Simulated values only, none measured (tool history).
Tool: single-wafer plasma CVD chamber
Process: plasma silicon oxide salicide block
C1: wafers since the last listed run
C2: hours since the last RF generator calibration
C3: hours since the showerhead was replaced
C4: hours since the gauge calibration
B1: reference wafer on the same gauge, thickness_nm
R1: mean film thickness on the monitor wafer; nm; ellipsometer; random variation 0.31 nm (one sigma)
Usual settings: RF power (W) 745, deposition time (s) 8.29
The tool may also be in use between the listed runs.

{"run": 1, "hour": 0.0, "RF power (W)": 710, "deposition time (s)": 7.3, "C1": 0, "C2": 373.5, "C3": 4555.3, "C4": 691.6, "B1": 78.609, "R1": 76.155}
{"run": 2, "hour": 35.3, "RF power (W)": 745, "deposition time (s)": 8.29, "C1": 908, "C2": 408.8, "C3": 4590.6, "C4": 726.9, "B1": 78.61, "R1": 86.683}
{"run": 3, "hour": 77.1, "RF power (W)": 745, "deposition time (s)": 8.29, "C1": 1075, "C2": 450.6, "C3": 4632.4, "C4": 768.7, "B1": 78.489, "R1": 86.778}
{"run": 4, "hour": 119.7, "RF power (W)": 745, "deposition time (s)": 8.29, "C1": 1096, "C2": 493.2, "C3": 4675, "C4": 811.3, "B1": 78.527, "R1": 86.837}
{"run": 5, "hour": 156.2, "RF power (W)": 745, "deposition time (s)": 8.29, "C1": 939, "C2": 529.7, "C3": 4711.5, "C4": 847.8, "B1": 78.546, "R1": 86.351}
{"run": 6, "hour": 214.8, "RF power (W)": 745, "deposition time (s)": 8.29, "C1": 1507, "C2": 588.3, "C3": 4770.1, "C4": 906.4, "B1": 78.594, "R1": 87.225}
{"run": 7, "hour": 267.7, "RF power (W)": 745, "deposition time (s)": 8.29, "C1": 1361, "C2": 641.2, "C3": 4823, "C4": 959.3, "B1": 78.531, "R1": 86.87}
{"run": 8, "hour": 320.0, "RF power (W)": 745, "deposition time (s)": 8.29, "C1": 1345, "C2": 693.5, "C3": 4875.3, "C4": 1011.6, "B1": 78.648, "R1": 86.852}
{"run": 9, "hour": 369.4, "RF power (W)": 745, "deposition time (s)": 8.29, "C1": 1271, "C2": 742.9, "C3": 4924.7, "C4": 1061, "B1": 78.593, "R1": 87.016}
{"run": 10, "hour": 401.2, "RF power (W)": 745, "deposition time (s)": 8.29, "C1": 818, "C2": 774.7, "C3": 4956.5, "C4": 1092.8, "B1": 78.483, "R1": 86.426}
{"hour": 461.5, "done": "gauge calibrated"}
{"run": 11, "hour": 463.9, "RF power (W)": 745, "deposition time (s)": 8.29, "C1": 1613, "C2": 837.4, "C3": 5019.2, "C4": 2.4, "B1": 78.649, "R1": 86.982}
{"run": 12, "hour": 505.9, "RF power (W)": 745, "deposition time (s)": 8.29, "C1": 1080, "C2": 879.4, "C3": 5061.2, "C4": 44.4, "B1": 78.579, "R1": 86.694}
{"run": 13, "hour": 566.9, "RF power (W)": 795, "deposition time (s)": 8.29, "C1": 1569, "C2": 940.4, "C3": 5122.2, "C4": 105.4, "B1": 78.576, "R1": 88.477}
{"run": 14, "hour": 619.6, "RF power (W)": 595, "deposition time (s)": 8.29, "C1": 1356, "C2": 993.1, "C3": 5174.9, "C4": 158.1, "B1": 78.519, "R1": 82.613}
{"run": 15, "hour": 667.2, "RF power (W)": 620, "deposition time (s)": 8.29, "C1": 1224, "C2": 1040.7, "C3": 5222.5, "C4": 205.7, "B1": 78.422, "R1": 83.191}
{"run": 16, "hour": 731.4, "RF power (W)": 665, "deposition time (s)": 8.29, "C1": 1651, "C2": 1104.9, "C3": 5286.7, "C4": 269.9, "B1": 78.61, "R1": 84.733}
{"run": 17, "hour": 763.2, "RF power (W)": 745, "deposition time (s)": 8.29, "C1": 818, "C2": 1136.7, "C3": 5318.5, "C4": 301.7, "B1": 78.632, "R1": 86.585}
{"hour": 784.9, "done": "RF generator calibrated"}
{"run": 18, "hour": 804.5, "RF power (W)": 645, "deposition time (s)": 9.17, "C1": 856, "C2": 19.6, "C3": 5359.8, "C4": 343, "B1": 78.457, "R1": 93.912}
{"hour": 839.2, "done": "showerhead replaced"}
{"run": 19, "hour": 862.4, "RF power (W)": 745, "deposition time (s)": 9.19, "C1": 1284, "C2": 77.5, "C3": 23.2, "C4": 400.9, "B1": 78.659, "R1": 97.954}
{"run": 20, "hour": 909.1, "RF power (W)": 805, "deposition time (s)": 7.49, "C1": 1201, "C2": 124.2, "C3": 69.9, "C4": 447.6, "B1": 78.666, "R1": 80.773}
{"run": 21, "hour": 945.9, "RF power (W)": 850, "deposition time (s)": 7.84, "C1": 946, "C2": 161, "C3": 106.7, "C4": 484.4, "B1": 78.593, "R1": 85.091}
{"run": 22, "hour": 992.1, "RF power (W)": 745, "deposition time (s)": 8.29, "C1": 1188, "C2": 207.2, "C3": 152.9, "C4": 530.6, "B1": 78.565, "R1": 87.446}
{"run": 23, "hour": 1041.3, "RF power (W)": 745, "deposition time (s)": 8.29, "C1": 1266, "C2": 256.4, "C3": 202.1, "C4": 579.8, "B1": 78.665, "R1": 87.681}
{"run": 24, "hour": 1067.0, "RF power (W)": 670, "deposition time (s)": 9.83, "C1": 661, "C2": 282.1, "C3": 227.8, "C4": 605.5, "B1": 78.578, "R1": 101.416}

Measured less the same run without the tool's hidden state. The same run-to-run variation is in both; the gauge's scatter may not be:
The hidden state here: delivered RF power above the setpoint (%); gauge reads high (%).
run=1 R1=-1.07
run=2 R1=-1.275
run=3 R1=-1.337
run=4 R1=-1.393
run=5 R1=-1.429
run=6 R1=-1.504
run=7 R1=-1.546
run=8 R1=-1.586
run=9 R1=-1.623
run=10 R1=-1.631
run=11 R1=-1.675
run=12 R1=-1.689
run=13 R1=-1.749
run=14 R1=-1.651
run=15 R1=-1.676
run=16 R1=-1.724
run=17 R1=-1.768
run=18 R1=-0.354
run=19 R1=-0.625
run=20 R1=-0.665
run=21 R1=-0.813
run=22 R1=-0.965
run=23 R1=-1.089
run=24 R1=-1.326

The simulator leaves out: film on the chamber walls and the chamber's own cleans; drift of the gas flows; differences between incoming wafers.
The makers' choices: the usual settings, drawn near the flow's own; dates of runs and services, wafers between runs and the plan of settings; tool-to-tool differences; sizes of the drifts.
